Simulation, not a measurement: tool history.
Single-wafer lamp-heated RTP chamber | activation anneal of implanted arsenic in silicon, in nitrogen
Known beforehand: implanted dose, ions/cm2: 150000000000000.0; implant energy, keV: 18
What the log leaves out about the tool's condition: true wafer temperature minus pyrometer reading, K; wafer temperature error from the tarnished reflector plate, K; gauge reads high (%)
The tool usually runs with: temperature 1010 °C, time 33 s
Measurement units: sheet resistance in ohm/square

run,day,temperature,time,wafers since the last listed run,wafers since the last pyrometer calibration,wafers since the reflector plate was cleaned,hours since the gauge calibration,"read-back reference wafer on the same gauge, sheet resistance",sheet resistance
1,0,1010,33,0,5100,4500,256.5,523.93,464.84
# day 0.746: pyrometer window cleaned and pyrometer calibrated
2,0.767,1010,33,142,6,4643,274.9,524.52,466.7
# day 1.646: reflector plate cleaned
3,1.95,1010,33,280,286,100,303.3,524.86,466.88
4,3.142,1010,33,393,680,493,331.9,525.24,466.14
5,4.488,1010,33,444,1124,937,364.2,525.9,468.19
6,5.758,1010,38,419,1543,1356,394.7,527.16,467.9
7,6.479,1010,38,237,1781,1594,412,527.5,468.6
8,7.125,996,48,213,1994,1807,427.5,528.26,468.38
9,8.292,1010,33,384,2379,2192,455.5,528.82,470.45
10,9.696,1010,33,463,2842,2656,489.2,530.22,470.34
11,11.142,1010,33,477,3320,3133,523.9,531.03,473.01
12,12.375,1010,33,406,3726,3540,553.5,532.36,471.97
# day 12.929: gauge calibrated
13,13.392,1035,16,335,4062,3875,11.1,522.27,464.9
14,14.033,1010,33,211,4274,4087,26.5,522.31,464.61
# day 16.15: pyrometer window cleaned and pyrometer calibrated
# day 17.396: reflector plate cleaned
15,17.417,1010,33,896,308,6,107.7,522.03,464.33
16,18.896,1019,48,488,796,494,143.2,522.66,459.65
17,19.554,1040,33,217,1013,711,159,522.74,459.61
18,22.462,1036,33,959,1973,1671,228.8,524.03,460.57
19,23.446,1010,33,324,2297,1996,252.4,524.05,465.38
20,23.992,991,33,180,2478,2176,265.5,524.32,468.72
21,24.842,1034,17,280,2758,2456,285.9,525.13,466.04
22,25.629,1021,15,259,3018,2716,304.8,525.36,470.74
23,26.133,1001,33,166,3184,2882,316.9,525.63,468.32
24,27.05,1010,33,302,3487,3185,338.9,525.9,468.08

Hidden state at the last listed run before each entry between runs and at the first one after, where it differs:
In the gap between runs 1 and 2: pyrometer window cleaned and pyrometer calibrated (day 0.746)
  gauge reads high (%): 0.569 -> 0.636
  measured result minus the result with no hidden state, sheet resistance: +2.63 -> +2.95 ohm/square
In the gap between runs 2 and 3: reflector plate cleaned (day 1.646)
  gauge reads high (%): 0.636 -> 0.749
  measured result minus the result with no hidden state, sheet resistance: +2.95 -> +3.47 ohm/square
In the gap between runs 12 and 13: gauge calibrated (day 12.929)
  gauge reads high (%): 2.22 -> 0.19
  measured result minus the result with no hidden state, sheet resistance: +10.23 -> +0.88 ohm/square
In the gap between runs 14 and 15: pyrometer window cleaned and pyrometer calibrated (day 16.15); reflector plate cleaned (day 17.396)
  gauge reads high (%): 0.194 -> 0.268
  measured result minus the result with no hidden state, sheet resistance: +0.9 -> +1.24 ohm/square
